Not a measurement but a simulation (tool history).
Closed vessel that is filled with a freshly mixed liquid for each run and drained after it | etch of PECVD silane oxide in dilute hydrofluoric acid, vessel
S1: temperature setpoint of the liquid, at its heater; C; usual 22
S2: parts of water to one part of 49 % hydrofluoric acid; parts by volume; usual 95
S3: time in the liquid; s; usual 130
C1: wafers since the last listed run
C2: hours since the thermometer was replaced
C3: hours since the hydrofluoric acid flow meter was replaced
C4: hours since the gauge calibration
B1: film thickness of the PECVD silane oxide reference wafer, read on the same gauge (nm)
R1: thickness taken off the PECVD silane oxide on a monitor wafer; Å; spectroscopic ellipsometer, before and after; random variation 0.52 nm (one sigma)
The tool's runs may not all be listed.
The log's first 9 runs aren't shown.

run,hour,S1,S2,S3,C1,C2,C3,C4,B1,R1
10,634.5,22,95,130,8192,1097.4,501.8,3010.4,129.96,562.7
11,700.5,19,95,130,5709,1163.4,567.8,3076.4,129.97,497.7
12,769.5,17.5,95,165,5968,1232.4,636.8,3145.4,130.04,597.1
13,851,26,75,130,7050,1313.9,718.3,3226.9,129.99,864.9
14,931.1,17,125,130,6929,1394,798.4,3307,130,340.2
15,1036.8,17.5,95,130,9143,1499.7,904.1,3412.7,130.02,473.7
16,1128.2,17,125,130,7906,1591.1,995.5,3504.1,129.98,342.1
17,1187.9,26.5,95,170,5164,1650.8,1055.2,3563.8,130,879.3
18,1235.5,22,55,160,4117,1698.4,1102.8,3611.4,130.02,1292
19,1324.3,22,95,130,7681,1787.2,1191.6,3700.2,130,579.9
# hour 1416.4: thermometer replaced
20,1533.1,22,75,75,17975,116.7,1400.4,3909,130.01,401.2
21,1634.8,25.5,95,160,8797,218.4,1502.1,4010.7,130.02,773.3
# hour 1642.9: gauge calibrated
22,1673,22,130,85,3304,256.6,1540.3,30.1,130,248.3
23,1773.9,22,125,160,8728,357.5,1641.2,131,130.01,493.5
24,1834.2,22,130,210,5216,417.8,1701.5,191.3,129.99,617.9
25,1890.5,17.5,95,130,4870,474.1,1757.8,247.6,130.01,451.4
# hour 2057: hydrofluoric acid flow meter replaced
26,2177.8,22,125,210,24766,761.4,120.8,534.9,130.01,650.7
27,2273.6,22,95,130,8287,857.2,216.6,630.7,130,559
28,2355.5,22,95,130,7084,939.1,298.5,712.6,130,573.4
29,2414.3,22,95,130,5086,997.9,357.3,771.4,130.02,562.6
30,2464.6,22,95,130,4351,1048.2,407.6,821.7,129.98,566.5
31,2516.5,22,95,60,4489,1100.1,459.5,873.6,130.01,260.5
32,2603.4,25.5,125,130,7517,1187,546.4,960.5,130,483.1
33,2678.1,25.5,95,130,6461,1261.7,621.1,1035.2,130.02,665.8
34,2762,19.5,130,75,7257,1345.6,705,1119.1,130.01,208.7

3 ways to go on from here, each from the tool as it stands after run 34. What would each give?
A,2762.7,22,95,205,60,1346.3,705.7,1119.8,?,?
B,2762.7,24,65,200,60,1346.3,705.7,1119.8,?,?
C,2762.7,17.5,120,150,60,1346.3,705.7,1119.8,?,?

run,B1,R1
A,129.99,892.3
B,129.99,1432.7
C,129.99,419
Without the tool's hidden state the same runs would have given:
run,R1
A,826.8
B,1326.9
C,387.5

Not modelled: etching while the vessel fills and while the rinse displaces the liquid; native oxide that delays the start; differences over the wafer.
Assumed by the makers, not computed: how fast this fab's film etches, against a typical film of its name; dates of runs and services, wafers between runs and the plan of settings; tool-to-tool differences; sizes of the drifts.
